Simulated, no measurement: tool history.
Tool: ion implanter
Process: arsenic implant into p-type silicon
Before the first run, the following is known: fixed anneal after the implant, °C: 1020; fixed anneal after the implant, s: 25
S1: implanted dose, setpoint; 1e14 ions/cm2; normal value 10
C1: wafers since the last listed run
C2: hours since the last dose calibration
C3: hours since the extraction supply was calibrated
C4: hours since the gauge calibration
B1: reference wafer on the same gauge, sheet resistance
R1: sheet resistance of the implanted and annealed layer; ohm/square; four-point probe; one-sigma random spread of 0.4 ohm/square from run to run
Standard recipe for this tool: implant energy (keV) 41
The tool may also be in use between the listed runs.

Run 1, day 0: usual settings but implant energy (keV) 31.5; C1 0; C2 692.7; C3 5378.2; C4 78.1; B1 124.04. Result: R1 114.16 ohm/square.
Run 2, day 1.167: usual settings but implant energy (keV) 31.5; C1 457; C2 720.7; C3 5406.2; C4 106.1; B1 124. Result: R1 115.19 ohm/square.
Run 3, day 4.162: usual settings; C1 1174; C2 792.6; C3 5478.1; C4 178; B1 123.97. Result: R1 110.1 ohm/square.
Run 4, day 6.412: usual settings but S1 11.83 1e14 ions/cm2, implant energy (keV) 33; C1 882; C2 846.6; C3 5532.1; C4 232; B1 123.84. Result: R1 102.76 ohm/square.
Run 5, day 9.108: usual settings but S1 11.83 1e14 ions/cm2, implant energy (keV) 33; C1 1056; C2 911.3; C3 5596.8; C4 296.7; B1 123.95. Result: R1 103.29 ohm/square.
Run 6, day 10.683: usual settings; C1 617; C2 949.1; C3 5634.6; C4 334.5; B1 123.96. Result: R1 111.19 ohm/square.
Run 7, day 12.542: usual settings; C1 728; C2 993.7; C3 5679.2; C4 379.1; B1 124.09. Result: R1 111.67 ohm/square.
Run 8, day 14.183: usual settings; C1 643; C2 1033.1; C3 5718.6; C4 418.5; B1 124.11. Result: R1 111.73 ohm/square.
At day 15.238: gauge calibrated.
Run 9, day 15.696: usual settings but S1 7.87 1e14 ions/cm2, implant energy (keV) 45; C1 592; C2 1069.4; C3 5754.9; C4 11; B1 124.02. Result: R1 130.77 ohm/square.
At day 17.15: extraction supply calibrated.
Run 10, day 17.504: usual settings but S1 11.49 1e14 ions/cm2, implant energy (keV) 36; C1 578; C2 1112.8; C3 8.5; C4 54.4; B1 124.01. Result: R1 105.21 ohm/square.
At day 19.771: Faraday cup replaced and dose calibrated.
Run 11, day 19.792: usual settings; C1 766; C2 0.5; C3 63.4; C4 109.3; B1 124.03. Result: R1 107.55 ohm/square.
Run 12, day 21.875: usual settings but implant energy (keV) 54; C1 816; C2 50.5; C3 113.4; C4 159.3; B1 124.04. Result: R1 102.84 ohm/square.
Run 13, day 23.846: usual settings but S1 11.42 1e14 ions/cm2, implant energy (keV) 30; C1 772; C2 97.8; C3 160.7; C4 206.6; B1 123.94. Result: R1 104.42 ohm/square.
Run 14, day 26.846: usual settings but S1 11.87 1e14 ions/cm2, implant energy (keV) 50; C1 1176; C2 169.8; C3 232.7; C4 278.6; B1 123.92. Result: R1 92.79 ohm/square.

Describe how what the log doesn't record of the tool's condition differs between the last listed run preceding each entry between runs and the first listed run following it.
Between runs 8 and 9: gauge calibrated (day 15.238)
  deviation of the true dose from the Faraday cup's reading, %: -4.92 -> -5.28
  difference, measured minus the result without the unlogged condition, R1: +3.8 -> +5.17 ohm/square
Between runs 9 and 10: extraction supply calibrated (day 17.15)
  deviation of the true dose from the Faraday cup's reading, %: -5.28 -> -5.72
  difference, measured minus the result without the unlogged condition, R1: +5.17 -> +3.78 ohm/square
Between runs 10 and 11: Faraday cup replaced and dose calibrated (day 19.771)
  deviation of the true dose from the Faraday cup's reading, %: -5.72 -> 0.195
  difference, measured minus the result without the unlogged condition, R1: +3.78 -> -0.14 ohm/square
